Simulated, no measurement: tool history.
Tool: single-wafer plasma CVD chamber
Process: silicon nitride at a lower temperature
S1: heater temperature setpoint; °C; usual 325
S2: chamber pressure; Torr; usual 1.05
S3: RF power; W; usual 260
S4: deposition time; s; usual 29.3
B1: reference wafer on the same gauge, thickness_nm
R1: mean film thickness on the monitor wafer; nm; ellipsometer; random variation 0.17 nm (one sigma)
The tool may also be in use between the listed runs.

{"run": 1, "hour": 0.0, "S1": 325, "S2": 1.05, "S3": 260, "S4": 29.3, "B1": 30.013, "R1": 28.278}
{"run": 2, "hour": 65.4, "S1": 325, "S2": 1.05, "S3": 260, "S4": 29.3, "B1": 29.977, "R1": 28.273}
{"run": 3, "hour": 196.9, "S1": 325, "S2": 1.05, "S3": 260, "S4": 29.3, "B1": 29.997, "R1": 28.263}
{"run": 4, "hour": 250.3, "S1": 325, "S2": 0.84, "S3": 260, "S4": 29.3, "B1": 29.991, "R1": 27.079}
{"run": 5, "hour": 286.3, "S1": 335, "S2": 1.05, "S3": 260, "S4": 25.8, "B1": 30.002, "R1": 24.831}
{"run": 6, "hour": 355.2, "S1": 335, "S2": 1.05, "S3": 260, "S4": 25.8, "B1": 29.981, "R1": 24.74}
{"run": 7, "hour": 402.7, "S1": 335, "S2": 1.05, "S3": 260, "S4": 25.8, "B1": 29.999, "R1": 24.832}
{"run": 8, "hour": 459.4, "S1": 325, "S2": 1.05, "S3": 280, "S4": 29.3, "B1": 30.017, "R1": 29.12}
{"run": 9, "hour": 494.3, "S1": 325, "S2": 1.05, "S3": 295, "S4": 29.3, "B1": 30.002, "R1": 29.967}
{"run": 10, "hour": 522.1, "S1": 325, "S2": 1.05, "S3": 295, "S4": 29.3, "B1": 30.015, "R1": 30.23}
{"hour": 532.7, "done": "showerhead replaced"}
{"hour": 537.1, "done": "RF generator calibrated"}
{"run": 11, "hour": 610.8, "S1": 325, "S2": 1.05, "S3": 275, "S4": 29.3, "B1": 30.001, "R1": 30.231}
{"run": 12, "hour": 651.8, "S1": 325, "S2": 1.05, "S3": 275, "S4": 29.3, "B1": 29.986, "R1": 30.029}
{"run": 13, "hour": 699.7, "S1": 325, "S2": 1.05, "S3": 260, "S4": 29.3, "B1": 30.027, "R1": 29.362}
{"hour": 708.5, "done": "gauge calibrated"}
{"run": 14, "hour": 726.3, "S1": 325, "S2": 1.05, "S3": 260, "S4": 29.3, "B1": 30.018, "R1": 29.128}
{"run": 15, "hour": 793.8, "S1": 325, "S2": 1.25, "S3": 275, "S4": 29.3, "B1": 30.015, "R1": 31.309}
{"run": 16, "hour": 827.8, "S1": 325, "S2": 1.26, "S3": 210, "S4": 29.3, "B1": 30.021, "R1": 26.667}
{"run": 17, "hour": 856.4, "S1": 333, "S2": 0.96, "S3": 260, "S4": 26.4, "B1": 29.985, "R1": 25.792}
{"hour": 870.5, "done": "thermocouple changed; heater temperature recalibrated"}
{"hour": 876.3, "done": "capacitance manometer re-zeroed and calibrated"}
{"run": 18, "hour": 885.1, "S1": 325, "S2": 1.05, "S3": 260, "S4": 26.5, "B1": 29.985, "R1": 26.509}
{"run": 19, "hour": 961.5, "S1": 339, "S2": 1.13, "S3": 280, "S4": 34.0, "B1": 30.002, "R1": 35.467}
{"run": 20, "hour": 993.8, "S1": 310, "S2": 1.05, "S3": 290, "S4": 29.3, "B1": 30.023, "R1": 31.288}
{"run": 21, "hour": 1051.3, "S1": 337, "S2": 1.17, "S3": 300, "S4": 27.4, "B1": 29.993, "R1": 29.986}
{"run": 22, "hour": 1101.2, "S1": 325, "S2": 1.05, "S3": 260, "S4": 29.3, "B1": 30.021, "R1": 28.793}
{"run": 23, "hour": 1139.8, "S1": 336, "S2": 1.3, "S3": 260, "S4": 32.8, "B1": 29.971, "R1": 33.65}
{"run": 24, "hour": 1185.7, "S1": 330, "S2": 1.05, "S3": 295, "S4": 25.8, "B1": 29.998, "R1": 27.305}
{"run": 25, "hour": 1240.6, "S1": 317, "S2": 1.05, "S3": 215, "S4": 26.5, "B1": 30.024, "R1": 23.521}

5 ways to go on from here, each from the tool as it stands after run 25. What would each give?
{"run": "A", "hour": 1241.0, "S1": 325, "S2": 1.05, "S3": 260, "S4": 29.3, "B1": "?", "R1": "?"}
{"run": "B", "hour": 1241.0, "S1": 315, "S2": 1.05, "S3": 285, "S4": 34.0, "B1": "?", "R1": "?"}
{"run": "C", "hour": 1241.0, "S1": 315, "S2": 0.79, "S3": 225, "S4": 32.6, "B1": "?", "R1": "?"}
{"run": "D", "hour": 1241.0, "S1": 325, "S2": 1.05, "S3": 260, "S4": 34.8, "B1": "?", "R1": "?"}
{"run": "E", "hour": 1241.0, "S1": 331, "S2": 1.2, "S3": 305, "S4": 23.7, "B1": "?", "R1": "?"}

run=A B1=29.997 R1=29.120
run=B B1=29.997 R1=35.757
run=C B1=29.997 R1=28.380
run=D B1=29.997 R1=34.573
run=E B1=29.997 R1=26.469
Without the tool's hidden state the same runs would have given:
run=A R1=29.977
run=B R1=36.784
run=C R1=29.255
run=D R1=35.591
run=E R1=27.221

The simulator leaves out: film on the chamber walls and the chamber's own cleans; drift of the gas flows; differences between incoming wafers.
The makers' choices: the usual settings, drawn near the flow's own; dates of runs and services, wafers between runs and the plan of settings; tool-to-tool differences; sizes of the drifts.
